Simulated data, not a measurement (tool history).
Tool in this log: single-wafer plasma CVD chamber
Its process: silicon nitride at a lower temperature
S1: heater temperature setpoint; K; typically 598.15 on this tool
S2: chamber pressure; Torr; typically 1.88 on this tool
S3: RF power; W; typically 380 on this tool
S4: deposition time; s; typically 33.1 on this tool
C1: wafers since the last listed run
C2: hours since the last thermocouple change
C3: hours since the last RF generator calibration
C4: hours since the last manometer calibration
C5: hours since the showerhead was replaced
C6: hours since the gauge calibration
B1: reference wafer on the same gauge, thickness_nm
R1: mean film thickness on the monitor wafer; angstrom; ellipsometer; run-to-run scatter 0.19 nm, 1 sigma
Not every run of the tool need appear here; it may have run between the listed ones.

run   hour      S1    S2   S3    S4    C1      C2      C3      C4      C5      C6      B1      R1
  1    0.0  594.15  1.76  380  33.1     0  2958.9   835.8   827.5  3531.3   867.4  54.428  469.01
  2   36.2  594.15  1.76  380  33.1   674  2995.1   872.0   863.7  3567.5   903.6  54.361  470.26
  3   75.5  598.15  1.88  415  37.8   732  3034.4   911.3   903.0  3606.8   942.9  54.389  565.13
  4  135.7  598.15  1.88  415  37.8  1121  3094.6   971.5   963.2  3667.0  1003.1  54.419  564.19
     163.8  -- thermocouple changed; heater temperature recalibrated
  5  216.4  598.15  1.88  415  37.8  1354    52.6  1052.2  1043.9  3747.7  1083.8  54.355  567.25
  6  255.3  598.15  1.88  380  33.1   724    91.5  1091.1  1082.8  3786.6  1122.7  54.430  480.59
  7  312.0  598.15  1.88  380  33.1  1056   148.2  1147.8  1139.5  3843.3  1179.4  54.439  479.11
  8  355.9  606.15  1.68  380  33.1   817   192.1  1191.7  1183.4  3887.2  1223.3  54.333  463.83
  9  394.5  589.15  1.61  380  33.1   719   230.7  1230.3  1222.0  3925.8  1261.9  54.379  463.76
 10  465.4  598.15  1.88  380  33.1  1320   301.6  1301.2  1292.9  3996.7  1332.8  54.379  484.18
 11  567.6  613.15  1.88  380  27.3  1904   403.8  1403.4  1395.1  4098.9  1435.0  54.383  394.35
 12  604.6  598.15  1.88  380  27.8   689   440.8  1440.4  1432.1  4135.9  1472.0  54.359  406.08
     625.5  -- capacitance manometer re-zeroed and calibrated
 13  710.4  598.15  2.02  430  30.7  1822   546.6  1546.2    84.9  4241.7  1577.8  54.440  467.20
     725.7  -- gauge calibrated
 14  749.8  609.15  1.88  380  39.5   734   586.0  1585.6   124.3  4281.1    24.1  54.351  558.22

Run 15, settings as shown, results not yet in. Your forecast:
     784.3  -- showerhead replaced
 15  853.4  598.15  1.88  380  33.1  1781  689.6  1689.2  227.9  69.1  127.7   ?   ?

B1: 54.493
R1: 475.94 angstrom
With no hidden state in the tool, this same run would have given R1 476.59 angstrom.

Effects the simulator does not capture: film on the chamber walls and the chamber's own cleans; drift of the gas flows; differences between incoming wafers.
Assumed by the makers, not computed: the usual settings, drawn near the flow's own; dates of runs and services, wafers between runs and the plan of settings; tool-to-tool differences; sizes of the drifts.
